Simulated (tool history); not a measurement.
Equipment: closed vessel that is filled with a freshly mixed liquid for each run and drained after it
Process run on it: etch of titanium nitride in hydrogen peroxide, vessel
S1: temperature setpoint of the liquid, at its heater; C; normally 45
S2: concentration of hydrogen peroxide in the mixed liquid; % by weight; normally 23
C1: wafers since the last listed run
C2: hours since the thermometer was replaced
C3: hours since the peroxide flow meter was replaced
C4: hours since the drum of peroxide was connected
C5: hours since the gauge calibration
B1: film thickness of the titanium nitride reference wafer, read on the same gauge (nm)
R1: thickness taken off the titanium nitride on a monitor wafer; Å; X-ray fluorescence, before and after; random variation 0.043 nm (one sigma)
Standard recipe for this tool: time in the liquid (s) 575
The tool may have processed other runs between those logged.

run 1 hour=0 | S1=45 S2=23 time_in_the_liquid_(s)=480 | C1=0 C2=1185.5 C3=933.8 C4=633.6 C5=456.5 | B1=130.02 | R1=106.9
-- hour=23.1 new drum of peroxide connected
run 2 hour=69.5 | S1=45 S2=23 time_in_the_liquid_(s)=480 | C1=3477 C2=1255 C3=1003.3 C4=46.4 C5=526 | B1=130 | R1=106.6
run 3 hour=91.1 | S1=45 S2=23 time_in_the_liquid_(s)=575 | C1=1096 C2=1276.6 C3=1024.9 C4=68 C5=547.6 | B1=130 | R1=127.8
run 4 hour=121.3 | S1=45 S2=23 time_in_the_liquid_(s)=575 | C1=1533 C2=1306.8 C3=1055.1 C4=98.2 C5=577.8 | B1=129.97 | R1=128.1
run 5 hour=141.8 | S1=45 S2=23 time_in_the_liquid_(s)=575 | C1=1040 C2=1327.3 C3=1075.6 C4=118.7 C5=598.3 | B1=129.98 | R1=127.7
run 6 hour=160 | S1=45 S2=23 time_in_the_liquid_(s)=575 | C1=923 C2=1345.5 C3=1093.8 C4=136.9 C5=616.5 | B1=130.03 | R1=128.4
run 7 hour=195.7 | S1=49.5 S2=23 time_in_the_liquid_(s)=575 | C1=1812 C2=1381.2 C3=1129.5 C4=172.6 C5=652.2 | B1=129.98 | R1=177.5
run 8 hour=217.6 | S1=49.5 S2=23 time_in_the_liquid_(s)=575 | C1=1111 C2=1403.1 C3=1151.4 C4=194.5 C5=674.1 | B1=129.99 | R1=178.4
run 9 hour=278.6 | S1=45 S2=23 time_in_the_liquid_(s)=575 | C1=3096 C2=1464.1 C3=1212.4 C4=255.5 C5=735.1 | B1=129.99 | R1=128.6
-- hour=286.8 peroxide flow meter replaced
run 10 hour=296.5 | S1=45 S2=23 time_in_the_liquid_(s)=575 | C1=857 C2=1482 C3=9.7 C4=273.4 C5=753 | B1=130.02 | R1=129.5
run 11 hour=321.7 | S1=45 S2=23 time_in_the_liquid_(s)=430 | C1=1279 C2=1507.2 C3=34.9 C4=298.6 C5=778.2 | B1=130.01 | R1=96.6
run 12 hour=337.5 | S1=45 S2=23 time_in_the_liquid_(s)=575 | C1=802 C2=1523 C3=50.7 C4=314.4 C5=794 | B1=129.99 | R1=129.2
-- hour=388.3 gauge calibrated
run 13 hour=427.8 | S1=45 S2=23 time_in_the_liquid_(s)=575 | C1=4583 C2=1613.3 C3=141 C4=404.7 C5=39.5 | B1=130 | R1=129.9
-- hour=443.6 peroxide flow meter replaced, repeated, since the last time left the tool worse
run 14 hour=462.8 | S1=45 S2=23 time_in_the_liquid_(s)=575 | C1=1725 C2=1648.3 C3=19.2 C4=439.7 C5=74.5 | B1=130 | R1=126.2
-- hour=470.5 thermometer replaced
run 15 hour=494.4 | S1=53 S2=18.5 time_in_the_liquid_(s)=845 | C1=1553 C2=23.9 C3=50.8 C4=471.3 C5=106.1 | B1=130.02 | R1=315.7
run 16 hour=510.3 | S1=37.5 S2=23 time_in_the_liquid_(s)=575 | C1=807 C2=39.8 C3=66.7 C4=487.2 C5=122 | B1=130.02 | R1=71
run 17 hour=530.5 | S1=52.5 S2=28 time_in_the_liquid_(s)=675 | C1=1025 C2=60 C3=86.9 C4=507.4 C5=142.2 | B1=130.02 | R1=265.8
run 18 hour=591.2 | S1=54.5 S2=20 time_in_the_liquid_(s)=360 | C1=3081 C2=120.7 C3=147.6 C4=568.1 C5=202.9 | B1=130 | R1=153.5
-- hour=600.3 new drum of peroxide connected
run 19 hour=625 | S1=45 S2=23 time_in_the_liquid_(s)=575 | C1=1664 C2=154.5 C3=181.4 C4=24.7 C5=236.7 | B1=130 | R1=127
run 20 hour=655.6 | S1=50 S2=27 time_in_the_liquid_(s)=300 | C1=1553 C2=185.1 C3=212 C4=55.3 C5=267.3 | B1=129.98 | R1=98.3
run 21 hour=691.1 | S1=45 S2=17.5 time_in_the_liquid_(s)=415 | C1=1802 C2=220.6 C3=247.5 C4=90.8 C5=302.8 | B1=129.99 | R1=85.7
run 22 hour=713.4 | S1=45 S2=18.5 time_in_the_liquid_(s)=575 | C1=1131 C2=242.9 C3=269.8 C4=113.1 C5=325.1 | B1=129.99 | R1=120.3
run 23 hour=741 | S1=51.5 S2=29.5 time_in_the_liquid_(s)=400 | C1=1401 C2=270.5 C3=297.4 C4=140.7 C5=352.7 | B1=130.01 | R1=149.5
run 24 hour=768.5 | S1=38.5 S2=23 time_in_the_liquid_(s)=235 | C1=1395 C2=298 C3=324.9 C4=168.2 C5=380.2 | B1=130.02 | R1=31.4
run 25 hour=786.3 | S1=50.5 S2=27.5 time_in_the_liquid_(s)=795 | C1=903 C2=315.8 C3=342.7 C4=186 C5=398 | B1=129.97 | R1=271.4
run 26 hour=799 | S1=45 S2=23 time_in_the_liquid_(s)=575 | C1=644 C2=328.5 C3=355.4 C4=198.7 C5=410.7 | B1=130.02 | R1=126.9
run 27 hour=813.9 | S1=45 S2=23 time_in_the_liquid_(s)=575 | C1=756 C2=343.4 C3=370.3 C4=213.6 C5=425.6 | B1=130.01 | R1=126.3
run 28 hour=829 | S1=49.5 S2=23 time_in_the_liquid_(s)=575 | C1=766 C2=358.5 C3=385.4 C4=228.7 C5=440.7 | B1=130.02 | R1=176.3

What the log doesn't show, run by run:
liquid colder than its thermometer reads (K): 0 across all the runs
peroxide weaker than its label (%): 0 across all the runs
gauge reads high (%): 0 across all the runs
H1: peroxide flow above the setpoint (%)
run=1 H1=6.94
run=2 H1=7.45
run=3 H1=7.61
run=4 H1=7.83
run=5 H1=7.99
run=6 H1=8.12
run=7 H1=8.39
run=8 H1=8.55
run=9 H1=9
run=10 H1=14.5
run=11 H1=14.7
run=12 H1=14.8
run=13 H1=15.5
run=14 H1=0.361
run=15 H1=0.595
run=16 H1=0.713
run=17 H1=0.862
run=18 H1=1.31
run=19 H1=1.56
run=20 H1=1.79
run=21 H1=2.05
run=22 H1=2.22
run=23 H1=2.42
run=24 H1=2.63
run=25 H1=2.76
run=26 H1=2.85
run=27 H1=2.96
run=28 H1=3.07
